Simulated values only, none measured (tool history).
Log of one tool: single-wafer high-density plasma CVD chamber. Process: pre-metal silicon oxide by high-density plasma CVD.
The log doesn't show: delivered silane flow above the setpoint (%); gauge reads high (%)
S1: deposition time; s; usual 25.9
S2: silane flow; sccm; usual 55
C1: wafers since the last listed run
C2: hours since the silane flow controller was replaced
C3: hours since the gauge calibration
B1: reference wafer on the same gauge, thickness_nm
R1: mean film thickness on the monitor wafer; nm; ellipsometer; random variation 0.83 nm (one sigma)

run    hour    S1  S2    C1      C2      C3       B1       R1
  1     0.0  22.1  55     0  3545.0   966.2  120.082  127.239
  2    57.9  22.0  50   989  3602.9  1024.1  120.242  118.874
  3    97.0  22.0  50   668  3642.0  1063.2  119.981  117.944
  4   158.1  22.0  50  1044  3703.1  1124.3  120.043  117.713
  5   197.8  27.5  58   678  3742.8  1164.0  119.693  163.248
  6   266.3  23.1  55  1170  3811.3  1232.5  119.909  131.726
  7   334.6  23.1  55  1167  3879.6  1300.8  120.142  131.144
  8   385.4  23.1  55   868  3930.4  1351.6  120.154  131.683
  9   423.9  29.0  55   658  3968.9  1390.1  119.957  167.223
 10   460.4  25.9  55   623  4005.4  1426.6  120.209  146.889
 11   501.3  25.9  55   699  4046.3  1467.5  120.209  147.813
 12   548.9  25.9  55   813  4093.9  1515.1  120.077  148.471
 13   592.7  28.1  55   748  4137.7  1558.9  119.984  160.567
      659.8  -- silane flow controller replaced
 14   662.2  28.1  55  1051     2.4  1628.4  119.898  161.794
 15   857.1  25.9  55  3331   197.3  1823.3  120.168  147.683
      883.7  -- gauge calibrated
 16   886.1  25.9  55   495   226.3     2.4  120.106  147.725
 17   947.3  25.9  55  1046   287.5    63.6  119.655  147.428
 18   973.4  30.0  55   446   313.6    89.7  120.394  172.982
 19  1015.3  25.9  61   716   355.5   131.6  119.783  160.037
 20  1041.4  28.7  55   446   381.6   157.7  119.994  163.236
 21  1107.5  29.5  49  1129   447.7   223.8  120.173  156.765
 22  1144.5  25.9  55   632   484.7   260.8  120.335  147.527
 23  1188.8  27.5  59   757   529.0   305.1  119.991  165.484
 24  1235.9  25.9  55   805   576.1   352.2  120.271  148.371
 25  1299.4  25.9  55  1085   639.6   415.7  120.021  147.361
 26  1325.9  25.9  48   452   666.1   442.2  119.858  136.300
 27  1387.4  21.3  55  1051   727.6   503.7  120.068  121.547
 28  1422.4  25.9  55   598   762.6   538.7  119.838  147.725
 29  1446.8  25.9  47   417   787.0   563.1  119.937  132.874
 30  1534.5  24.2  60  1499   874.7   650.8  120.190  147.505
 31  1592.3  25.9  55   987   932.5   708.6  120.035  147.761
 32  1735.4  24.3  52  2445  1075.6   851.7  119.940  133.884
 33  1778.9  25.9  55   743  1119.1   895.2  120.015  147.949
 34  1831.6  25.9  55   900  1171.8   947.9  120.014  147.263

What the log doesn't show, run by run:
delivered silane flow above the setpoint (%): 0 in every run
gauge reads high (%): 0 in every run
